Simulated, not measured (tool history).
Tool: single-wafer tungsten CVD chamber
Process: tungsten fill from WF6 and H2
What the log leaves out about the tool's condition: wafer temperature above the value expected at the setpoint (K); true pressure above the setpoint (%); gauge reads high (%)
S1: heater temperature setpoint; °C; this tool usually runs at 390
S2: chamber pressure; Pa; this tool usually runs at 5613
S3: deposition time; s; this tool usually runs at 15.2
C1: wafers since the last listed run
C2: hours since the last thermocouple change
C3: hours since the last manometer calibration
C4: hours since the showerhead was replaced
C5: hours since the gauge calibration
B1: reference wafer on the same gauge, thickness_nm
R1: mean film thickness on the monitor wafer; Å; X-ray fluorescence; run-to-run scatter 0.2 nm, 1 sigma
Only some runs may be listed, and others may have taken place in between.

{"run": 1, "day": 0.0, "S1": 390, "S2": 5613, "S3": 15.2, "C1": 0, "C2": 259.9, "C3": 2068.7, "C4": 5816.0, "C5": 660.4, "B1": 49.571, "R1": 431.0}
{"run": 2, "day": 2.117, "S1": 390, "S2": 5613, "S3": 15.2, "C1": 1080, "C2": 310.7, "C3": 2119.5, "C4": 5866.8, "C5": 711.2, "B1": 49.632, "R1": 428.52}
{"run": 3, "day": 4.238, "S1": 390, "S2": 5613, "S3": 15.2, "C1": 1082, "C2": 361.6, "C3": 2170.4, "C4": 5917.7, "C5": 762.1, "B1": 49.612, "R1": 436.78}
{"run": 4, "day": 5.454, "S1": 390, "S2": 5613, "S3": 15.2, "C1": 621, "C2": 390.8, "C3": 2199.6, "C4": 5946.9, "C5": 791.3, "B1": 49.554, "R1": 434.17}
{"run": 5, "day": 7.846, "S1": 390, "S2": 4613, "S3": 15.2, "C1": 1221, "C2": 448.2, "C3": 2257.0, "C4": 6004.3, "C5": 848.7, "B1": 49.564, "R1": 401.76}
{"run": 6, "day": 9.004, "S1": 390, "S2": 5613, "S3": 15.2, "C1": 591, "C2": 476.0, "C3": 2284.8, "C4": 6032.1, "C5": 876.5, "B1": 49.584, "R1": 432.08}
{"run": 7, "day": 11.408, "S1": 390, "S2": 5613, "S3": 15.2, "C1": 1227, "C2": 533.7, "C3": 2342.5, "C4": 6089.8, "C5": 934.2, "B1": 49.584, "R1": 430.86}
{"run": 8, "day": 14.025, "S1": 401, "S2": 5613, "S3": 13.6, "C1": 1335, "C2": 596.5, "C3": 2405.3, "C4": 6152.6, "C5": 997.0, "B1": 49.617, "R1": 466.82}
{"run": 9, "day": 16.471, "S1": 390, "S2": 5613, "S3": 15.2, "C1": 1248, "C2": 655.2, "C3": 2464.0, "C4": 6211.3, "C5": 1055.7, "B1": 49.591, "R1": 432.0}
{"run": 10, "day": 19.4, "S1": 390, "S2": 5613, "S3": 15.2, "C1": 1495, "C2": 725.5, "C3": 2534.3, "C4": 6281.6, "C5": 1126.0, "B1": 49.667, "R1": 434.46}
{"run": 11, "day": 20.875, "S1": 390, "S2": 5613, "S3": 15.2, "C1": 753, "C2": 760.9, "C3": 2569.7, "C4": 6317.0, "C5": 1161.4, "B1": 49.56, "R1": 432.99}
{"run": 12, "day": 22.6, "S1": 390, "S2": 5613, "S3": 15.2, "C1": 880, "C2": 802.3, "C3": 2611.1, "C4": 6358.4, "C5": 1202.8, "B1": 49.564, "R1": 434.18}
{"run": 13, "day": 23.725, "S1": 390, "S2": 5613, "S3": 15.2, "C1": 574, "C2": 829.3, "C3": 2638.1, "C4": 6385.4, "C5": 1229.8, "B1": 49.63, "R1": 430.64}
{"run": 14, "day": 26.442, "S1": 390, "S2": 5613, "S3": 15.2, "C1": 1386, "C2": 894.5, "C3": 2703.3, "C4": 6450.6, "C5": 1295.0, "B1": 49.612, "R1": 428.64}
{"run": 15, "day": 27.45, "S1": 381, "S2": 5613, "S3": 15.2, "C1": 514, "C2": 918.7, "C3": 2727.5, "C4": 6474.8, "C5": 1319.2, "B1": 49.641, "R1": 370.46}
{"run": 16, "day": 29.138, "S1": 394, "S2": 5613, "S3": 16.8, "C1": 861, "C2": 959.2, "C3": 2768.0, "C4": 6515.3, "C5": 1359.7, "B1": 49.591, "R1": 512.14}
{"day": 29.917, "done": "gauge calibrated"}
{"day": 32.708, "done": "thermocouple changed; heater temperature recalibrated"}
{"run": 17, "day": 32.875, "S1": 390, "S2": 6519, "S3": 15.2, "C1": 1737, "C2": 4.0, "C3": 2857.7, "C4": 6605.0, "C5": 71.0, "B1": 49.6, "R1": 458.46}
{"run": 18, "day": 35.742, "S1": 379, "S2": 4880, "S3": 16.5, "C1": 1463, "C2": 72.8, "C3": 2926.5, "C4": 6673.8, "C5": 139.8, "B1": 49.58, "R1": 370.06}
{"run": 19, "day": 37.425, "S1": 390, "S2": 4640, "S3": 15.2, "C1": 859, "C2": 113.2, "C3": 2966.9, "C4": 6714.2, "C5": 180.2, "B1": 49.609, "R1": 401.76}
{"day": 39.708, "done": "capacitance manometer re-zeroed and calibrated"}
{"run": 20, "day": 40.15, "S1": 390, "S2": 5613, "S3": 15.2, "C1": 1221, "C2": 178.6, "C3": 10.6, "C4": 6779.6, "C5": 245.6, "B1": 49.573, "R1": 434.27}
{"run": 21, "day": 42.283, "S1": 390, "S2": 5613, "S3": 15.2, "C1": 1089, "C2": 229.8, "C3": 61.8, "C4": 6830.8, "C5": 296.8, "B1": 49.601, "R1": 433.31}
{"run": 22, "day": 43.717, "S1": 398, "S2": 6039, "S3": 14.0, "C1": 731, "C2": 264.2, "C3": 96.2, "C4": 6865.2, "C5": 331.2, "B1": 49.638, "R1": 469.01}
{"day": 44.658, "done": "showerhead replaced"}
{"run": 23, "day": 45.296, "S1": 390, "S2": 5613, "S3": 15.2, "C1": 636, "C2": 302.1, "C3": 134.1, "C4": 15.3, "C5": 369.1, "B1": 49.547, "R1": 430.88}
{"run": 24, "day": 47.271, "S1": 385, "S2": 4920, "S3": 15.2, "C1": 1008, "C2": 349.5, "C3": 181.5, "C4": 62.7, "C5": 416.5, "B1": 49.642, "R1": 380.02}
{"run": 25, "day": 49.6, "S1": 379, "S2": 6973, "S3": 17.9, "C1": 1189, "C2": 405.4, "C3": 237.4, "C4": 118.6, "C5": 472.4, "B1": 49.648, "R1": 451.53}
{"run": 26, "day": 52.617, "S1": 390, "S2": 4333, "S3": 13.8, "C1": 1540, "C2": 477.8, "C3": 309.8, "C4": 191.0, "C5": 544.8, "B1": 49.644, "R1": 359.81}
{"run": 27, "day": 53.783, "S1": 401, "S2": 5613, "S3": 17.2, "C1": 595, "C2": 505.8, "C3": 337.8, "C4": 219.0, "C5": 572.8, "B1": 49.61, "R1": 586.66}
{"run": 28, "day": 55.879, "S1": 395, "S2": 4986, "S3": 15.2, "C1": 1069, "C2": 556.1, "C3": 388.1, "C4": 269.3, "C5": 623.1, "B1": 49.589, "R1": 451.14}

Each row is a separate what-if for the run after 28, all from the same tool condition, not one after another. Results?
{"run": "A", "day": 55.896, "S1": 390, "S2": 5613, "S3": 15.2, "C1": 8, "C2": 556.5, "C3": 388.5, "C4": 269.7, "C5": 623.5, "B1": "?", "R1": "?"}
{"run": "B", "day": 55.896, "S1": 390, "S2": 5613, "S3": 18.2, "C1": 8, "C2": 556.5, "C3": 388.5, "C4": 269.7, "C5": 623.5, "B1": "?", "R1": "?"}
{"run": "C", "day": 55.896, "S1": 401, "S2": 4866, "S3": 16.4, "C1": 8, "C2": 556.5, "C3": 388.5, "C4": 269.7, "C5": 623.5, "B1": "?", "R1": "?"}
{"run": "D", "day": 55.896, "S1": 398, "S2": 5613, "S3": 13.2, "C1": 8, "C2": 556.5, "C3": 388.5, "C4": 269.7, "C5": 623.5, "B1": "?", "R1": "?"}
{"run": "E", "day": 55.896, "S1": 390, "S2": 6666, "S3": 17.2, "C1": 8, "C2": 556.5, "C3": 388.5, "C4": 269.7, "C5": 623.5, "B1": "?", "R1": "?"}

run=A B1=49.570 R1=430.29
run=B B1=49.570 R1=515.63
run=C B1=49.570 R1=529.72
run=D B1=49.570 R1=426.59
run=E B1=49.570 R1=518.46
With no hidden state in the tool, these same runs would have given:
run=A R1=430.29
run=B R1=515.63
run=C R1=529.72
run=D R1=426.59
run=E R1=518.46
